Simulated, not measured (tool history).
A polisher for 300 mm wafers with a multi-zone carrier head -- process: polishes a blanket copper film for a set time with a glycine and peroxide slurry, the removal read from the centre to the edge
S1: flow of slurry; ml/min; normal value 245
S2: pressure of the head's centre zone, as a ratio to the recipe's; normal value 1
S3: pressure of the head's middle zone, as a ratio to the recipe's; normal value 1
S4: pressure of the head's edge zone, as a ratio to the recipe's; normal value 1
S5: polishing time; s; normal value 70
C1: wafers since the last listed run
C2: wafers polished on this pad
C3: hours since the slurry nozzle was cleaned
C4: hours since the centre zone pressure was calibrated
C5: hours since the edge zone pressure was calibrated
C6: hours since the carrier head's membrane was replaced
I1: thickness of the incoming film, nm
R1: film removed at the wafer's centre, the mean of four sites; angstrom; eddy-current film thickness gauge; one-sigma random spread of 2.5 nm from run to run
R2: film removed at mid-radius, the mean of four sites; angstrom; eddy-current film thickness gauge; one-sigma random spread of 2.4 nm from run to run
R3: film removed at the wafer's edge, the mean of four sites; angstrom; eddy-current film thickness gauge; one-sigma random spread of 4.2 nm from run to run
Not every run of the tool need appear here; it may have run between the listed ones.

run    hour   S1    S2    S3    S4  S5    C1    C2     C3     C4     C5     C6      I1    R1    R2    R3
  1       0  245     1     1     1  70     0  5453  752.8    173  379.9    402  2004.5  3131  3077  2979
  2    99.7  245     1     1     1  70  1681  7135  852.5  272.7  479.6  501.7  1972.6  3087  3133  3066
  3   145.6  245     1     1     1  70   774  7909  898.4  318.6  525.5  547.6  1956.9  3128  3084  3024
      158.4  -- carrier head's membrane replaced by a new one
      206.7  -- slurry nozzle cleaned
  4   225.5  245     1     1     1  70  1246  9156   18.8  398.5  605.4   67.1  1956.6  3140  3068  2987
      238.5  -- edge zone pressure recalibrated
      272.6  -- worn pad replaced by a new one
  5   313.9  245     1     1     1  70  1389   696  107.2  486.9   75.4  155.5  1968.6  3118  3088  2990
  6   391.4  245     1     1  0.94  70  1307  2003  184.7  564.4  152.9    233  1985.2  3089  3089  2899
  7   478.7  325  0.95  0.93     1  92  1472  3476    272  651.7  240.2  320.3  1941.7  4041  3936  3951
  8   522.7  245     1     1     1  70   742  4218    316  695.7  284.2  364.3  1985.1  3104  3092  2957
  9     621  245     1     1  0.88  85  1658  5876  414.3    794  382.5  462.6  1988.8  3758  3670  3423
      704.5  -- centre zone pressure recalibrated
      788.3  -- edge zone pressure recalibrated
        814  -- worn pad replaced by a new one
 10   841.1  285     1     1     1  90  3577   456  634.4  136.6   52.8  682.7  1984.6  4172  4013  3893
      898.8  -- carrier head's membrane replaced by a new one
 11   946.9  245     1     1     1  70  1700  2157  740.2  242.4  158.6   48.1  1956.7  3071  3136  2887
 12   987.4  245     1  1.06   0.9  70   683  2840  780.7  282.9  199.1   88.6  1981.9  3150  3242  2821
 13  1030.7  305   0.9  0.97     1  64   730  3570    824  326.2  242.4  131.9  1977.5  2685  2789  2788
     1086.3  -- slurry nozzle cleaned
 14  1159.6  165     1     1   1.1  70  2157  5728   73.3  455.1  371.3  260.8  1977.9  2918  2876  2973
 15  1211.4  245     1     1     1  70   873  6602  125.1  506.9  423.1  312.6  1970.6  3120  3074  2947
 16  1308.6  245  0.96     1  0.89  91  1639  8241  222.3  604.1  520.3  409.8    1989  3853  4019  3689
     1416.3  -- worn pad replaced by a new one
     1416.9  -- edge zone pressure recalibrated
       1443  -- centre zone pressure recalibrated
       1519  -- carrier head's membrane replaced by a new one
 17  1613.8  245     1     1     1  70  4953  3203  527.5  170.8  196.9   94.8  1975.4  3099  3065  2946
 18  1675.3  245  1.09     1     1  84  1037  4241    589  232.3  258.4  156.3  1973.2  4059  3695  3597
 19  1755.1  245  0.94     1     1  70  1346  5587  668.8  312.1  338.2  236.1  1977.9  2941  3056  2931
 20  1794.1  245     1     1     1  70   657  6245  707.8  351.1  377.2  275.1  1988.3  3095  3048  3002
     1915.1  -- edge zone pressure recalibrated
 21  2010.2  245  1.04     1     1  70  3611  9856  923.9  567.2   95.1  491.2  1963.3  3294  3072  3048
     2046.9  -- worn pad replaced by a new one
     2076.4  -- slurry nozzle cleaned
 22  2076.9  245     1     1     1  70  1040   489    0.5  633.9  161.8  557.9  1974.9  3138  3099  2918

For each entry between runs, how does the tool's hidden state at the last listed run before it compare with that at the first listed run after it?
After run 3, before run 4: carrier head's membrane replaced by a new one (hour 158.4); slurry nozzle cleaned (hour 206.7)
  nothing in the hidden state changes from one run to the other
After run 4, before run 5: edge zone pressure recalibrated (hour 238.5); worn pad replaced by a new one (hour 272.6)
  nothing in the hidden state changes from one run to the other
After run 9, before run 10: centre zone pressure recalibrated (hour 704.5); edge zone pressure recalibrated (hour 788.3); worn pad replaced by a new one (hour 814)
  nothing in the hidden state changes from one run to the other
After run 10, before run 11: carrier head's membrane replaced by a new one (hour 898.8)
  nothing in the hidden state changes from one run to the other
After run 13, before run 14: slurry nozzle cleaned (hour 1086.3)
  nothing in the hidden state changes from one run to the other
After run 16, before run 17: worn pad replaced by a new one (hour 1416.3); edge zone pressure recalibrated (hour 1416.9); centre zone pressure recalibrated (hour 1443); carrier head's membrane replaced by a new one (hour 1519)
  nothing in the hidden state changes from one run to the other
After run 20, before run 21: edge zone pressure recalibrated (hour 1915.1)
  nothing in the hidden state changes from one run to the other
After run 21, before run 22: worn pad replaced by a new one (hour 2046.9); slurry nozzle cleaned (hour 2076.4)
  nothing in the hidden state changes from one run to the other
